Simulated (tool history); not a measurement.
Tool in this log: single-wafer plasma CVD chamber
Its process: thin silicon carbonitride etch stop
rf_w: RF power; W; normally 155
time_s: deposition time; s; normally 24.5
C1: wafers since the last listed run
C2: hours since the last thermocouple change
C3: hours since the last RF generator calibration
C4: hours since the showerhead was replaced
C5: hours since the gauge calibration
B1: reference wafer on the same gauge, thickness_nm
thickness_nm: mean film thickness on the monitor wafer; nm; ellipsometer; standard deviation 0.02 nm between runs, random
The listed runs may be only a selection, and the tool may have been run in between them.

{"run": 1, "hour": 0.0, "rf_w": 155, "time_s": 24.5, "C1": 0, "C2": 1806.1, "C3": 1792.9, "C4": 7075, "C5": 54.2, "B1": 14.805, "thickness_nm": 13.18}
{"run": 2, "hour": 50.5, "rf_w": 155, "time_s": 24.5, "C1": 876, "C2": 1856.6, "C3": 1843.4, "C4": 7125.5, "C5": 104.7, "B1": 14.802, "thickness_nm": 13.156}
{"run": 3, "hour": 118.3, "rf_w": 155, "time_s": 24.5, "C1": 1176, "C2": 1924.4, "C3": 1911.2, "C4": 7193.3, "C5": 172.5, "B1": 14.799, "thickness_nm": 13.168}
{"run": 4, "hour": 189.9, "rf_w": 155, "time_s": 24.5, "C1": 1242, "C2": 1996, "C3": 1982.8, "C4": 7264.9, "C5": 244.1, "B1": 14.798, "thickness_nm": 13.181}
{"run": 5, "hour": 214.8, "rf_w": 155, "time_s": 24.5, "C1": 431, "C2": 2020.9, "C3": 2007.7, "C4": 7289.8, "C5": 269, "B1": 14.797, "thickness_nm": 13.136}
{"run": 6, "hour": 272.2, "rf_w": 180, "time_s": 23.3, "C1": 995, "C2": 2078.3, "C3": 2065.1, "C4": 7347.2, "C5": 326.4, "B1": 14.803, "thickness_nm": 12.863}
{"run": 7, "hour": 324.3, "rf_w": 180, "time_s": 23.3, "C1": 903, "C2": 2130.4, "C3": 2117.2, "C4": 7399.3, "C5": 378.5, "B1": 14.802, "thickness_nm": 12.843}
{"run": 8, "hour": 393.2, "rf_w": 180, "time_s": 23.3, "C1": 1195, "C2": 2199.3, "C3": 2186.1, "C4": 7468.2, "C5": 447.4, "B1": 14.801, "thickness_nm": 12.853}
{"run": 9, "hour": 434.4, "rf_w": 175, "time_s": 24.5, "C1": 714, "C2": 2240.5, "C3": 2227.3, "C4": 7509.4, "C5": 488.6, "B1": 14.802, "thickness_nm": 13.44}
{"hour": 494.3, "done": "thermocouple changed; heater temperature recalibrated"}
{"run": 10, "hour": 496.2, "rf_w": 175, "time_s": 24.5, "C1": 933, "C2": 1.9, "C3": 2289.1, "C4": 7571.2, "C5": 550.4, "B1": 14.802, "thickness_nm": 13.444}
{"hour": 524.7, "done": "showerhead replaced"}
{"run": 11, "hour": 530.3, "rf_w": 175, "time_s": 24.5, "C1": 452, "C2": 36, "C3": 2323.2, "C4": 5.6, "C5": 584.5, "B1": 14.796, "thickness_nm": 13.429}
{"hour": 605.5, "done": "RF generator calibrated"}
{"run": 12, "hour": 606.0, "rf_w": 165, "time_s": 22.7, "C1": 1174, "C2": 111.7, "C3": 0.5, "C4": 81.3, "C5": 660.2, "B1": 14.801, "thickness_nm": 12.506}
{"run": 13, "hour": 647.8, "rf_w": 170, "time_s": 22.1, "C1": 725, "C2": 153.5, "C3": 42.3, "C4": 123.1, "C5": 702, "B1": 14.798, "thickness_nm": 12.214}
{"run": 14, "hour": 708.0, "rf_w": 155, "time_s": 24.5, "C1": 1044, "C2": 213.7, "C3": 102.5, "C4": 183.3, "C5": 762.2, "B1": 14.802, "thickness_nm": 13.302}
{"run": 15, "hour": 760.6, "rf_w": 180, "time_s": 28.3, "C1": 912, "C2": 266.3, "C3": 155.1, "C4": 235.9, "C5": 814.8, "B1": 14.798, "thickness_nm": 15.79}
{"run": 16, "hour": 828.0, "rf_w": 155, "time_s": 24.5, "C1": 1169, "C2": 333.7, "C3": 222.5, "C4": 303.3, "C5": 882.2, "B1": 14.798, "thickness_nm": 13.275}
{"hour": 835.3, "done": "gauge calibrated"}
{"run": 17, "hour": 870.0, "rf_w": 185, "time_s": 28.3, "C1": 728, "C2": 375.7, "C3": 264.5, "C4": 345.3, "C5": 34.7, "B1": 14.796, "thickness_nm": 15.82}
{"run": 18, "hour": 902.5, "rf_w": 170, "time_s": 24.5, "C1": 563, "C2": 408.2, "C3": 297, "C4": 377.8, "C5": 67.2, "B1": 14.8, "thickness_nm": 13.482}
{"run": 19, "hour": 1009.3, "rf_w": 180, "time_s": 23.3, "C1": 1852, "C2": 515, "C3": 403.8, "C4": 484.6, "C5": 174, "B1": 14.799, "thickness_nm": 12.953}
{"run": 20, "hour": 1209.4, "rf_w": 180, "time_s": 28.8, "C1": 3471, "C2": 715.1, "C3": 603.9, "C4": 684.7, "C5": 374.1, "B1": 14.804, "thickness_nm": 15.986}
{"run": 21, "hour": 1239.7, "rf_w": 155, "time_s": 24.5, "C1": 525, "C2": 745.4, "C3": 634.2, "C4": 715, "C5": 404.4, "B1": 14.799, "thickness_nm": 13.259}
{"run": 22, "hour": 1275.9, "rf_w": 155, "time_s": 27.7, "C1": 628, "C2": 781.6, "C3": 670.4, "C4": 751.2, "C5": 440.6, "B1": 14.798, "thickness_nm": 14.999}

Predict each of these 4 candidate next runs independently; none follows another, all start after run 22:
{"run": "A", "hour": 1276.3, "rf_w": 155, "time_s": 24.5, "C1": 6, "C2": 782, "C3": 670.8, "C4": 751.6, "C5": 441, "B1": "?", "thickness_nm": "?"}
{"run": "B", "hour": 1276.3, "rf_w": 185, "time_s": 21.4, "C1": 6, "C2": 782, "C3": 670.8, "C4": 751.6, "C5": 441, "B1": "?", "thickness_nm": "?"}
{"run": "C", "hour": 1276.3, "rf_w": 155, "time_s": 20.2, "C1": 6, "C2": 782, "C3": 670.8, "C4": 751.6, "C5": 441, "B1": "?", "thickness_nm": "?"}
{"run": "D", "hour": 1276.3, "rf_w": 155, "time_s": 22.9, "C1": 6, "C2": 782, "C3": 670.8, "C4": 751.6, "C5": 441, "B1": "?", "thickness_nm": "?"}

run=A B1=14.802 thickness_nm=13.224
run=B B1=14.802 thickness_nm=11.921
run=C B1=14.802 thickness_nm=10.903
run=D B1=14.802 thickness_nm=12.361
Without the tool's unlogged condition, the same runs would have read:
run=A thickness_nm=13.357
run=B thickness_nm=12.04
run=C thickness_nm=11.013
run=D thickness_nm=12.485
